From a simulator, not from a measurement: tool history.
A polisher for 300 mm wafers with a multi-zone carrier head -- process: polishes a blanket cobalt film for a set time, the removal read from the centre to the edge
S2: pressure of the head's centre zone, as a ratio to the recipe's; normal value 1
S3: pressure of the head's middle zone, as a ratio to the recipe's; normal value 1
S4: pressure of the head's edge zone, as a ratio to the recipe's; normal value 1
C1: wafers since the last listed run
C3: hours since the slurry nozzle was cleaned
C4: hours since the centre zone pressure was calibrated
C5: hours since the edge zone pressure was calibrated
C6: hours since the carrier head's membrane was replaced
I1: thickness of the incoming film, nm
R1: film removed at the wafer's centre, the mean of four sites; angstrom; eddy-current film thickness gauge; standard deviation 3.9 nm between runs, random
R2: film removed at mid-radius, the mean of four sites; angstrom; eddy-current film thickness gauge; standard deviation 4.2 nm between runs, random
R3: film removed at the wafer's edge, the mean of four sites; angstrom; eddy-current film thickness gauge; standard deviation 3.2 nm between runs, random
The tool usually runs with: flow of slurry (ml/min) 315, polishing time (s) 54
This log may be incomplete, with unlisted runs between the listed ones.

{"run": 1, "hour": 0.0, "flow of slurry (ml/min)": 315, "S2": 1, "S3": 1, "S4": 1, "polishing time (s)": 54, "C1": 0, "wafers polished on this pad": 246, "C3": 515.6, "C4": 85.9, "C5": 309.9, "C6": 1339.6, "I1": 837.6, "R1": 2948, "R2": 3005, "R3": 2945}
{"run": 2, "hour": 17.8, "flow of slurry (ml/min)": 315, "S2": 0.93, "S3": 1, "S4": 1, "polishing time (s)": 54, "C1": 141, "wafers polished on this pad": 387, "C3": 533.4, "C4": 103.7, "C5": 327.7, "C6": 1357.4, "I1": 844.7, "R1": 2735, "R2": 2922, "R3": 2980}
{"hour": 29.2, "done": "carrier head's membrane replaced by a new one"}
{"run": 3, "hour": 32.3, "flow of slurry (ml/min)": 315, "S2": 0.93, "S3": 1, "S4": 1, "polishing time (s)": 54, "C1": 75, "wafers polished on this pad": 463, "C3": 547.9, "C4": 118.2, "C5": 342.2, "C6": 3.1, "I1": 841.8, "R1": 2675, "R2": 2873, "R3": 2884}
{"run": 4, "hour": 46.9, "flow of slurry (ml/min)": 400, "S2": 1, "S3": 1, "S4": 1, "polishing time (s)": 54, "C1": 116, "wafers polished on this pad": 579, "C3": 562.5, "C4": 132.8, "C5": 356.8, "C6": 17.7, "I1": 846.3, "R1": 3038, "R2": 2932, "R3": 2888}
{"run": 5, "hour": 64.3, "flow of slurry (ml/min)": 400, "S2": 1, "S3": 1, "S4": 1, "polishing time (s)": 54, "C1": 138, "wafers polished on this pad": 717, "C3": 579.9, "C4": 150.2, "C5": 374.2, "C6": 35.1, "I1": 840.3, "R1": 2874, "R2": 2916, "R3": 2815}
{"run": 6, "hour": 77.9, "flow of slurry (ml/min)": 315, "S2": 1, "S3": 1, "S4": 1, "polishing time (s)": 54, "C1": 108, "wafers polished on this pad": 825, "C3": 593.5, "C4": 163.8, "C5": 387.8, "C6": 48.7, "I1": 838.3, "R1": 2841, "R2": 2828, "R3": 2791}
{"run": 7, "hour": 90.6, "flow of slurry (ml/min)": 315, "S2": 1, "S3": 1, "S4": 0.93, "polishing time (s)": 60, "C1": 100, "wafers polished on this pad": 926, "C3": 606.2, "C4": 176.5, "C5": 400.5, "C6": 61.4, "I1": 865, "R1": 3036, "R2": 3168, "R3": 2971}
{"run": 8, "hour": 101.7, "flow of slurry (ml/min)": 215, "S2": 0.95, "S3": 1, "S4": 1, "polishing time (s)": 54, "C1": 88, "wafers polished on this pad": 1014, "C3": 617.3, "C4": 187.6, "C5": 411.6, "C6": 72.5, "I1": 841, "R1": 2520, "R2": 2600, "R3": 2661}
{"hour": 118.7, "done": "edge zone pressure recalibrated"}
{"run": 9, "hour": 119.2, "flow of slurry (ml/min)": 315, "S2": 1, "S3": 1, "S4": 1, "polishing time (s)": 41, "C1": 123, "wafers polished on this pad": 1137, "C3": 634.8, "C4": 205.1, "C5": 0.5, "C6": 90, "I1": 859.3, "R1": 2096, "R2": 2042, "R3": 2064}
{"run": 10, "hour": 132.2, "flow of slurry (ml/min)": 245, "S2": 1.05, "S3": 1, "S4": 0.88, "polishing time (s)": 54, "C1": 103, "wafers polished on this pad": 1241, "C3": 647.8, "C4": 218.1, "C5": 13.5, "C6": 103, "I1": 835.5, "R1": 2785, "R2": 2571, "R3": 2526}
{"run": 11, "hour": 149.2, "flow of slurry (ml/min)": 315, "S2": 1.1, "S3": 1, "S4": 0.9, "polishing time (s)": 54, "C1": 135, "wafers polished on this pad": 1376, "C3": 664.8, "C4": 235.1, "C5": 30.5, "C6": 120, "I1": 858.1, "R1": 2966, "R2": 2675, "R3": 2587}
{"hour": 154.0, "done": "slurry nozzle cleaned"}
{"hour": 155.6, "done": "worn pad replaced by a new one"}
{"run": 12, "hour": 161.1, "flow of slurry (ml/min)": 280, "S2": 1, "S3": 1, "S4": 1, "polishing time (s)": 54, "C1": 73, "wafers polished on this pad": 43, "C3": 7.1, "C4": 247, "C5": 42.4, "C6": 131.9, "I1": 852.1, "R1": 2991, "R2": 2958, "R3": 2972}
{"hour": 193.4, "done": "centre zone pressure recalibrated"}
{"run": 13, "hour": 193.9, "flow of slurry (ml/min)": 225, "S2": 0.93, "S3": 0.97, "S4": 1, "polishing time (s)": 54, "C1": 244, "wafers polished on this pad": 288, "C3": 39.9, "C4": 0.5, "C5": 75.2, "C6": 164.7, "I1": 851.2, "R1": 2691, "R2": 2737, "R3": 2924}
{"run": 14, "hour": 208.4, "flow of slurry (ml/min)": 225, "S2": 1, "S3": 1, "S4": 1, "polishing time (s)": 54, "C1": 115, "wafers polished on this pad": 403, "C3": 54.4, "C4": 15, "C5": 89.7, "C6": 179.2, "I1": 834.3, "R1": 2783, "R2": 2780, "R3": 2797}
{"run": 15, "hour": 222.2, "flow of slurry (ml/min)": 365, "S2": 0.92, "S3": 0.95, "S4": 1.12, "polishing time (s)": 54, "C1": 109, "wafers polished on this pad": 513, "C3": 68.2, "C4": 28.8, "C5": 103.5, "C6": 193, "I1": 860.4, "R1": 2738, "R2": 2807, "R3": 3110}

Estimate the outcome of run 16 from the log above:
{"run": 16, "hour": 231.0, "flow of slurry (ml/min)": 315, "S2": 1, "S3": 1, "S4": 0.93, "polishing time (s)": 60, "C1": 69, "wafers polished on this pad": 583, "C3": 77, "C4": 37.6, "C5": 112.3, "C6": 201.8, "I1": 850.5, "R1": "?", "R2": "?", "R3": "?"}

{"run 16": {"R1": 3190, "R2": 3206, "R3": 3116}}
With no hidden state in the tool, this same run would have given R1 3370 angstrom, R2 3387 angstrom, R3 3293 angstrom.

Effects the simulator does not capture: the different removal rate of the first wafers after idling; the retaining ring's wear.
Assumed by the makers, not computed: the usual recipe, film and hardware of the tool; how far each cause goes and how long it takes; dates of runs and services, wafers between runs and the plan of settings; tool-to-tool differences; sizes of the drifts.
